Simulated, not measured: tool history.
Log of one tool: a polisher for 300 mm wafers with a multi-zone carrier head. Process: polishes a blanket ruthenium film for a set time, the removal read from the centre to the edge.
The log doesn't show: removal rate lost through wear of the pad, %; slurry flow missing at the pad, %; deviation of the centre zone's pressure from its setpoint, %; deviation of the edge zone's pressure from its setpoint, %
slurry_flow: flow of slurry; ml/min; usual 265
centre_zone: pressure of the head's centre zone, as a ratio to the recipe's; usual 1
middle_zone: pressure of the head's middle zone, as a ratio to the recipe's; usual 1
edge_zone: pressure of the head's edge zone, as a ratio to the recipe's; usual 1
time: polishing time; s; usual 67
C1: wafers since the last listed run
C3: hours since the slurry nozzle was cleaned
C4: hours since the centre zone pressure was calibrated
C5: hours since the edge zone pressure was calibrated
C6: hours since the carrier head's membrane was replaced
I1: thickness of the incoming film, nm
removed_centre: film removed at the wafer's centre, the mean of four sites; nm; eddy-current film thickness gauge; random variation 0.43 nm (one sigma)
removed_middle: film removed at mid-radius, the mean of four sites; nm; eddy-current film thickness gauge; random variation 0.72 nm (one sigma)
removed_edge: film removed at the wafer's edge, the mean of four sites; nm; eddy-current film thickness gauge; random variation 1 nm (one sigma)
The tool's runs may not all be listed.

run 1 hour=0 | slurry_flow=265 centre_zone=1 middle_zone=1 edge_zone=1 time=78 | C1=0 wafers_polished_on_this_pad=117 C3=691.5 C4=1224 C5=813.6 C6=1221.1 | I1=394.1 | removed_centre=73.2 removed_middle=81.4 removed_edge=82.2
run 2 hour=17.2 | slurry_flow=265 centre_zone=1 middle_zone=1 edge_zone=1 time=78 | C1=199 wafers_polished_on_this_pad=317 C3=708.7 C4=1241.2 C5=830.8 C6=1238.3 | I1=397.9 | removed_centre=71.6 removed_middle=82.1 removed_edge=83.3
run 3 hour=32.1 | slurry_flow=265 centre_zone=1 middle_zone=1 edge_zone=1 time=67 | C1=172 wafers_polished_on_this_pad=490 C3=723.6 C4=1256.1 C5=845.7 C6=1253.2 | I1=385.6 | removed_centre=62 removed_middle=71.8 removed_edge=71.7
-- hour=46.5 worn pad replaced by a new one
run 4 hour=47 | slurry_flow=265 centre_zone=1 middle_zone=1 edge_zone=1 time=67 | C1=126 wafers_polished_on_this_pad=5 C3=738.5 C4=1271 C5=860.6 C6=1268.1 | I1=387.6 | removed_centre=61.1 removed_middle=71 removed_edge=71.5
run 5 hour=55.8 | slurry_flow=265 centre_zone=1 middle_zone=1 edge_zone=1 time=67 | C1=102 wafers_polished_on_this_pad=107 C3=747.3 C4=1279.8 C5=869.4 C6=1276.9 | I1=391.2 | removed_centre=61.2 removed_middle=70.6 removed_edge=71.1
run 6 hour=64.7 | slurry_flow=265 centre_zone=1 middle_zone=1 edge_zone=1 time=67 | C1=103 wafers_polished_on_this_pad=211 C3=756.2 C4=1288.7 C5=878.3 C6=1285.8 | I1=385.2 | removed_centre=60.8 removed_middle=70.7 removed_edge=72.1
run 7 hour=73.6 | slurry_flow=265 centre_zone=1 middle_zone=1 edge_zone=1 time=67 | C1=103 wafers_polished_on_this_pad=314 C3=765.1 C4=1297.6 C5=887.2 C6=1294.7 | I1=391 | removed_centre=60.9 removed_middle=70.2 removed_edge=72.2
run 8 hour=89.4 | slurry_flow=265 centre_zone=1 middle_zone=1 edge_zone=1 time=67 | C1=183 wafers_polished_on_this_pad=497 C3=780.9 C4=1313.4 C5=903 C6=1310.5 | I1=390.6 | removed_centre=60.7 removed_middle=69.6 removed_edge=72.4
-- hour=99.3 centre zone pressure recalibrated
-- hour=100 slurry nozzle cleaned
-- hour=107.2 worn pad replaced by a new one
run 9 hour=107.7 | slurry_flow=265 centre_zone=1 middle_zone=1 edge_zone=1 time=67 | C1=135 wafers_polished_on_this_pad=5 C3=7.7 C4=8.4 C5=921.3 C6=1328.8 | I1=391.3 | removed_centre=71.6 removed_middle=71.1 removed_edge=71.9
run 10 hour=117.1 | slurry_flow=265 centre_zone=1 middle_zone=1 edge_zone=1 time=67 | C1=109 wafers_polished_on_this_pad=114 C3=17.1 C4=17.8 C5=930.7 C6=1338.2 | I1=391.5 | removed_centre=71.6 removed_middle=70 removed_edge=72.8
run 11 hour=125.2 | slurry_flow=305 centre_zone=1 middle_zone=1 edge_zone=1 time=67 | C1=93 wafers_polished_on_this_pad=208 C3=25.2 C4=25.9 C5=938.8 C6=1346.3 | I1=387.9 | removed_centre=72.6 removed_middle=70.6 removed_edge=73.5
run 12 hour=135.5 | slurry_flow=210 centre_zone=0.92 middle_zone=1 edge_zone=0.89 time=77 | C1=119 wafers_polished_on_this_pad=327 C3=35.5 C4=36.2 C5=949.1 C6=1356.6 | I1=397.2 | removed_centre=72.6 removed_middle=77.3 removed_edge=75.4
run 13 hour=141.9 | slurry_flow=265 centre_zone=1 middle_zone=1.09 edge_zone=1 time=87 | C1=74 wafers_polished_on_this_pad=402 C3=41.9 C4=42.6 C5=955.5 C6=1363 | I1=396 | removed_centre=92.3 removed_middle=98.5 removed_edge=94
run 14 hour=152.9 | slurry_flow=265 centre_zone=1 middle_zone=1 edge_zone=1 time=67 | C1=127 wafers_polished_on_this_pad=529 C3=52.9 C4=53.6 C5=966.5 C6=1374 | I1=392.5 | removed_centre=71.2 removed_middle=69.2 removed_edge=69.8
-- hour=157.3 worn pad replaced by a new one
-- hour=158.5 edge zone pressure recalibrated
run 15 hour=162 | slurry_flow=265 centre_zone=1 middle_zone=1 edge_zone=1.05 time=67 | C1=44 wafers_polished_on_this_pad=40 C3=62 C4=62.7 C5=3.5 C6=1383.1 | I1=395.6 | removed_centre=71.3 removed_middle=71.8 removed_edge=73.1
run 16 hour=177.9 | slurry_flow=305 centre_zone=1 middle_zone=1.07 edge_zone=1 time=60 | C1=184 wafers_polished_on_this_pad=224 C3=77.9 C4=78.6 C5=19.4 C6=1399 | I1=396.5 | removed_centre=65 removed_middle=67 removed_edge=64.6
-- hour=196.9 carrier head's membrane replaced by a new one
-- hour=210.2 worn pad replaced by a new one
run 17 hour=231.8 | slurry_flow=265 centre_zone=1 middle_zone=1 edge_zone=1 time=67 | C1=520 wafers_polished_on_this_pad=250 C3=131.8 C4=132.5 C5=73.3 C6=34.9 | I1=383.7 | removed_centre=70.7 removed_middle=71.2 removed_edge=73.1
run 18 hour=243.4 | slurry_flow=265 centre_zone=1 middle_zone=1 edge_zone=1 time=67 | C1=134 wafers_polished_on_this_pad=385 C3=143.4 C4=144.1 C5=84.9 C6=46.5 | I1=389.2 | removed_centre=70.1 removed_middle=70.6 removed_edge=72.3
run 19 hour=251.2 | slurry_flow=265 centre_zone=1 middle_zone=1 edge_zone=0.89 time=67 | C1=90 wafers_polished_on_this_pad=475 C3=151.2 C4=151.9 C5=92.7 C6=54.3 | I1=394.9 | removed_centre=71.7 removed_middle=69.8 removed_edge=68.2
-- hour=264.8 worn pad replaced by a new one
run 20 hour=267.5 | slurry_flow=265 centre_zone=1.08 middle_zone=1 edge_zone=1 time=78 | C1=142 wafers_polished_on_this_pad=30 C3=167.5 C4=168.2 C5=109 C6=70.6 | I1=392.7 | removed_centre=88.4 removed_middle=82.8 removed_edge=85.7

Measured less the same run without the tool's hidden state. The same run-to-run variation is in both; the gauge's scatter may not be:
run=1 removed_centre=-10.5
run=2 removed_centre=-10.5
run=3 removed_centre=-9.4
run=4 removed_centre=-9.5
run=5 removed_centre=-9.6
run=6 removed_centre=-9.7
run=7 removed_centre=-9.8
run=8 removed_centre=-10
run=9 removed_centre=+0.4
run=10 removed_centre=+0.4
run=11 removed_centre=+0.4
run=12 removed_centre=+0.4
run=13 removed_centre=+0.5
run=14 removed_centre=+0.4
run=15 removed_centre=+0.4
run=16 removed_centre=+0.3
run=17 removed_centre=+0.3
run=18 removed_centre=+0.3
run=19 removed_centre=+0.3
run=20 removed_centre=+0.4
removed_middle: within 0.1 nm of the measured result in every run.
removed_edge: 0 in every run.
